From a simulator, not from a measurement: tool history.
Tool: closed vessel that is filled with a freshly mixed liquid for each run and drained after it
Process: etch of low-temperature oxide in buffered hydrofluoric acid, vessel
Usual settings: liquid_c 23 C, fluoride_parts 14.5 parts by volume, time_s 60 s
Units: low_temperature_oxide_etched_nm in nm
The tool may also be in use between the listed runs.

| run | hour | liquid_c | fluoride_parts | time_s | read-back film thickness of the low-temperature oxide reference wafer, read on the same gauge (nm) | low_temperature_oxide_etched_nm |
|---|---|---|---|---|---|---|
| 1 | 0 | 23 | 14.5 | 60 | 109.94 | 261.53 |
| 2 | 44.1 | 23 | 14.5 | 60 | 110.04 | 263.16 |
| 3 | 77 | 23 | 14.5 | 85 | 109.99 | 369.68 |
| 4 | 111.4 | 21 | 19.5 | 60 | 110.02 | 175.36 |
| 5 | 132.5 | 21 | 19.5 | 60 | 110.01 | 175.79 |
| 6 | 164.8 | 26.5 | 14.5 | 85 | 109.99 | 450.38 |
| 7 | 192.9 | 23 | 14.5 | 60 | 110.05 | 257.9 |
| 8 | 217.7 | 23 | 17 | 60 | 110.01 | 223.56 |
| 9 | 236.2 | 23 | 17 | 60 | 110.02 | 222.09 |
| 10 | 265.7 | 23 | 17 | 60 | 110 | 226.44 |
| 11 | 297.3 | 23 | 17.5 | 60 | 110.01 | 219.81 |
| 12 | 316.7 | 23 | 17.5 | 60 | 109.97 | 214.02 |
| 13 | 348.2 | 23 | 17.5 | 60 | 110 | 217.83 |
| 14 | 375.1 | 25 | 19 | 60 | 110.03 | 226.59 |
| 15 | 405.3 | 25 | 19 | 60 | 110.04 | 223.34 |
| 16 | 437.6 | 23 | 14.5 | 60 | 109.98 | 265.64 |
| 17 | 454.5 | 19 | 14.5 | 35 | 109.99 | 122.8 |
| 18 | 487 | 19 | 14.5 | 75 | 110.04 | 260.61 |
| 19 | 508.2 | 21.5 | 14.5 | 60 | 110.03 | 242.29 |
| 20 | 521.7 | 25 | 18 | 40 | 110.05 | 156.49 |
| 21 | 535.9 | 19 | 14.5 | 60 | 109.94 | 212.9 |
| 22 | 551.8 | 21.5 | 18 | 50 | 110.02 | 161.94 |
| 23 | 573 | 23 | 14.5 | 60 | 109.96 | 262.28 |
| 24 | 599 | 19.5 | 9.5 | 35 | 109.97 | 187.68 |
| 25 | 628.4 | 23 | 14.5 | 80 | 110.02 | 351.35 |
| 26 | 661.8 | 19 | 14.5 | 60 | 109.97 | 213.3 |
| 27 | 737.7 | 23 | 9 | 45 | 109.96 | 300.55 |
| 28 | 771.7 | 20 | 19.5 | 75 | 110 | 207.7 |
| 29 | 796.4 | 23 | 19 | 60 | 110.01 | 200.18 |
| 30 | 868.1 | 23 | 14.5 | 60 | 109.97 | 258.67 |
| 31 | 900.6 | 23 | 9.5 | 60 | 109.98 | 383.41 |

Not shown: 4 entries that the log had between the listed runs. Between which runs, and how does the tool's hidden state differ before and after?
Between runs 1 and 2: gauge calibrated (hour 23.8)
  no hidden state differs between the two runs
Between runs 13 and 14: thermometer replaced (hour 357.3)
  no hidden state differs between the two runs
Between runs 15 and 16: hydrofluoric acid flow meter replaced (hour 428.4)
  no hidden state differs between the two runs
Between runs 23 and 24: gauge calibrated (hour 574.5)
  no hidden state differs between the two runs
